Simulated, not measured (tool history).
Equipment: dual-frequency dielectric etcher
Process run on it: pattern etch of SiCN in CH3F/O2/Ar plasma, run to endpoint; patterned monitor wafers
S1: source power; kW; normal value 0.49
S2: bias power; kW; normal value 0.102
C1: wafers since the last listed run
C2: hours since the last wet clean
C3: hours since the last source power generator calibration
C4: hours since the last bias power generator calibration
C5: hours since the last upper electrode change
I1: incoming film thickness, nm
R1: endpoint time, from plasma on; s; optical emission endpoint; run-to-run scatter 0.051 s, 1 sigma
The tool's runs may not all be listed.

run     day    S1     S2    C1     C2      C3      C4      C5    I1    R1
  1       0  0.58  0.102     0  127.7  2730.4  3848.4  3008.9  8.02  15.9
  2   2.579  0.49  0.094   979  189.6  2792.3  3910.3  3070.8  8.01  17.9
  3   6.846  0.49  0.094  1620    292  2894.7  4012.7  3173.2  8.05    18
  4   9.679  0.49  0.094  1076    360  2962.7  4080.7  3241.2  8.06    18
  5  11.042  0.49   0.12   517  392.7  2995.4  4113.4  3273.9  7.98  15.8
     12.079  -- wet clean of the chamber
  6  12.221  0.49   0.12    68    3.4  3023.7  4141.7  3302.2  7.96    16
  7  13.525  0.45  0.102   495   34.7    3055    4173  3333.5  8.03  18.2
  8  15.225  0.45  0.102   645   75.5  3095.8  4213.8  3374.3     8  18.1
  9  17.467  0.49  0.115   851  129.3  3149.6  4267.6  3428.1  8.02  16.4
 10  18.962  0.49  0.102   568  165.2  3185.5  4303.5    3464  8.12  17.6
 11  21.388  0.52  0.087   921  223.4  3243.7  4361.7  3522.2  8.03  18.2
     22.408  -- bias power generator calibrated
 12  24.146  0.52  0.102   984  289.6  3309.9    41.7  3588.4  7.95  16.2
 13  26.729  0.52  0.102   981  351.6  3371.9   103.7  3650.4  7.96  16.2
     29.908  -- wet clean of the chamber
 14  29.929  0.49  0.102   835    0.5  3448.7   180.5  3727.2  8.03  17.1
 15  30.825  0.49  0.102   340     22  3470.2     202  3748.7  8.05  17.1
 16  33.329  0.54  0.112   951   82.1  3530.3   262.1  3808.8  8.03  15.5
 17  35.392   0.4  0.093   783  131.6  3579.8   311.6  3858.3  8.01  19.8
 18  36.717  0.61  0.083   503  163.4  3611.6   343.4  3890.1  7.99  16.7
 19  39.004  0.49  0.124   868  218.3  3666.5   398.3    3945  8.02  15.3
 20  40.371  0.49  0.092   519  251.1  3699.3   431.1  3977.8  8.05  17.8
     41.954  -- upper electrode replaced
 21  43.317  0.56  0.117   739  321.8    3770   501.8    32.7  8.07  14.9
 22  45.004  0.44  0.086   641  362.3  3810.5   542.3    73.2  8.04  19.4
 23  47.512  0.49  0.113   952  422.5  3870.7   602.5   133.4  7.94  15.8
 24  48.842  0.49  0.102   504  454.4  3902.6   634.4   165.3  7.91  16.5
     51.267  -- wet clean of the chamber
 25  51.288  0.49  0.092   549    0.5  3961.3   693.1     224  8.02  17.8
     52.933  -- source power generator calibrated
 26  52.954  0.39  0.088   569   40.5     0.5   733.1     264  8.03  20.7
 27  54.721  0.46  0.115   671   82.9    42.9   775.5   306.4  7.93  16.2
 28  57.221  0.61  0.122   949  142.9   102.9   835.5   366.4  7.95  13.9
 29  59.683  0.42  0.102   935    202     162   894.6   425.5  8.02  18.2
 30  61.446  0.56  0.124   669  244.3   204.3   936.9   467.8  7.99  14.4
 31  63.617   0.4  0.087   824  296.4   256.4     989   519.9  7.97  20.2
 32  64.879  0.43  0.116   479  326.7   286.7  1019.3   550.2  7.94  16.6
 33  67.233  0.49  0.102   894  383.2   343.2  1075.8   606.7     8  16.7
     68.596  -- wet clean of the chamber
 34  70.096  0.57  0.102   707     36   411.9  1144.5   675.4  8.02  15.8

For each entry between runs, how does the tool's hidden state at the last listed run before it compare with that at the first listed run after it?
Run 5 -> run 6: wet clean of the chamber (day 12.079)
  etch rate over this chamber's usual, %: 1.57 -> 0.0319; bias power that arrives over what is set, %: -4.76 -> -4.82
  difference, measured minus the result without the unlogged condition, R1: +0.2 -> +0.4 s
Run 11 -> run 12: bias power generator calibrated (day 22.408)
  etch rate over this chamber's usual, %: 0.841 -> 1.09; bias power that arrives over what is set, %: -5.29 -> 0.419
  difference, measured minus the result without the unlogged condition, R1: +0.3 -> -0.2 s
Run 13 -> run 14: wet clean of the chamber (day 29.908)
  etch rate over this chamber's usual, %: 1.31 -> -0.368; bias power that arrives over what is set, %: 0.416 -> 0.411
  difference, measured minus the result without the unlogged condition, R1: -0.2 -> +0 s
Run 20 -> run 21: upper electrode replaced (day 41.954)
  etch rate over this chamber's usual, %: 0.554 -> 0.814; bias power that arrives over what is set, %: 0.373 -> 0.356
  difference, measured minus the result without the unlogged condition, R1: -0.2 -> -0.1 s
Run 24 -> run 25: wet clean of the chamber (day 51.267)
  etch rate over this chamber's usual, %: 1.3 -> 0.116; bias power that arrives over what is set, %: 0.318 -> 0.299
  difference, measured minus the result without the unlogged condition, R1: -0.3 -> +0 s
Run 25 -> run 26: source power generator calibrated (day 52.933)
  etch rate over this chamber's usual, %: 0.116 -> 0.263; bias power that arrives over what is set, %: 0.299 -> 0.284
  difference, measured minus the result without the unlogged condition, R1: +0 -> +0 s
Run 33 -> run 34: wet clean of the chamber (day 68.596)
  etch rate over this chamber's usual, %: 1.52 -> 0.17; bias power that arrives over what is set, %: 0.129 -> 0.0907
  difference, measured minus the result without the unlogged condition, R1: -0.2 -> +0 s
